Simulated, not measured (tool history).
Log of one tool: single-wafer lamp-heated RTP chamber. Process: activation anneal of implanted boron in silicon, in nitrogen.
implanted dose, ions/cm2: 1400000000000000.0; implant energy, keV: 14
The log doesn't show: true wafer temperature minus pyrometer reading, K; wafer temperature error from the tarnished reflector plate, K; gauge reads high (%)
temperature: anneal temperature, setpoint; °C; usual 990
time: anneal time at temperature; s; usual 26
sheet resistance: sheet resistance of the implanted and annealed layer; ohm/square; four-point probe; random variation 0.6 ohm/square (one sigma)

run	hour	temperature	time	wafers since the last listed run	wafers since the last pyrometer calibration	wafers since the reflector plate was cleaned	hours since the gauge calibration	read-back reference wafer on the same gauge, sheet resistance	sheet resistance
1	0.0	990	26	0	3574	447	71.3	111.09	104.62
# hour 37.3: pyrometer window cleaned and pyrometer calibrated
2	58.4	970	26	862	360	1309	129.7	110.78	116.71
3	165.3	990	26	1828	2189	3137	236.6	111.02	103.51
4	208.0	990	15	730	2919	3867	279.3	110.84	104.92
5	295.1	990	15	1489	4409	5357	366.4	111.16	105.96
# hour 320.8: pyrometer window cleaned and pyrometer calibrated
6	358.0	971	26	939	636	6296	429.3	111.09	111.71
7	406.9	1011	37	836	1473	7133	478.2	111.05	95.16
8	503.8	990	26	1657	3130	8790	575.1	111.19	101.98
9	565.8	990	26	1060	4191	9851	637.1	110.93	101.71
# hour 596.9: pyrometer window cleaned and pyrometer calibrated
10	664.1	990	26	1544	1150	11395	735.4	110.67	101.97
# hour 702.1: reflector plate cleaned
11	734.9	1017	39	1074	2224	560	806.2	111.12	95.56
# hour 795.0: gauge calibrated
12	810.2	990	26	1287	3512	1848	15.2	111.04	104.13
13	850.4	1002	38	687	4199	2536	55.4	111.04	98.62
# hour 863.5: pyrometer window cleaned and pyrometer calibrated
14	916.5	990	26	993	906	3530	121.5	111.07	102.55
15	953.1	1011	37	626	1532	4156	158.1	110.78	95.37
16	1002.6	1017	17	846	2379	5002	207.6	111.08	97.19
17	1101.7	1005	18	1695	4074	6697	306.7	111.12	99.08
# hour 1145.7: pyrometer window cleaned and pyrometer calibrated
18	1157.4	1016	38	815	200	7513	362.4	111.10	93.57
19	1202.8	961	19	776	976	8290	407.8	111.44	121.70
20	1262.1	990	26	1014	1990	9304	467.1	111.05	101.76

Hidden state or all else? Some run-to-run changes of sheet resistance, split into what the settings, what came in and random variation would give without the hidden state, and what is left for the hidden state (with any gauge scatter that isn't in both results):
Run 18 -> 19: temperature 1016 -> 961, time 38 -> 19. sheet resistance +28.13 ohm/square: hidden state -7.06, all else +35.19.
Run 19 -> 20: temperature 961 -> 990, time 19 -> 26. sheet resistance -19.94 ohm/square: hidden state +5.41, all else -25.35.
